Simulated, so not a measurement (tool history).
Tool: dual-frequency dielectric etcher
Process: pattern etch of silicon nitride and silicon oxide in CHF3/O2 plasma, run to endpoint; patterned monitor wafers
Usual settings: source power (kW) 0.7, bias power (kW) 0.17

run,hour,source power (kW),bias power (kW),"incoming incoming film thickness, nm",endpoint time (s)
1,0,0.7,0.184,189.1,112.8
2,61.2,0.7,0.184,187.7,110.9
# hour 173.2: wet clean of the chamber
3,335.2,0.7,0.17,187.9,119.4
4,466.1,0.7,0.17,188.7,117.9
5,769.9,0.56,0.17,187.7,127
# hour 820.8: wet clean of the chamber
6,821.3,0.56,0.17,188.9,132.1
7,896.1,0.62,0.2,188.5,122.6
8,936.5,0.62,0.2,187,120.3
9,994.2,0.62,0.2,188.1,118.8
10,1074,0.7,0.17,189.5,119.4
11,1118.5,0.7,0.17,187.7,119.5
12,1162,0.7,0.17,187.9,118
13,1264.3,0.7,0.17,188.1,116.4
14,1303.6,0.7,0.17,189.4,118.5
15,1354.8,0.63,0.184,188.7,119
# hour 1398.3: wet clean of the chamber
16,1450.2,0.63,0.184,189.6,122.6
17,1638.6,0.59,0.188,187.3,122.5
# hour 1649.8: source power generator calibrated
18,1736,0.84,0.207,186.6,102.6
19,1815.2,0.62,0.2,190.4,118.1
20,1875,0.57,0.155,186.8,129.9
21,1972,0.86,0.145,187.4,111.8
22,2020.5,0.7,0.196,188.3,111.3
# hour 2067.4: wet clean of the chamber
# hour 2116.2: bias power generator calibrated
23,2116.7,0.53,0.208,187.1,126.1
24,2211.7,0.7,0.17,187.3,116.9
25,2317.3,0.83,0.184,189.6,108.3
26,2371,0.7,0.196,189.5,113.4
# hour 2433.9: upper electrode replaced
27,2463.4,0.85,0.153,188.4,111.9
28,2539.9,0.84,0.202,188.9,102.7
29,2595.2,0.79,0.21,189.6,103.5

Forecast run 30:
30,2650.4,0.82,0.186,189.3,?

Run 30 gave endpoint time (s) 106.4.
Without the tool's hidden state the same run would have given endpoint time (s) 111.8.
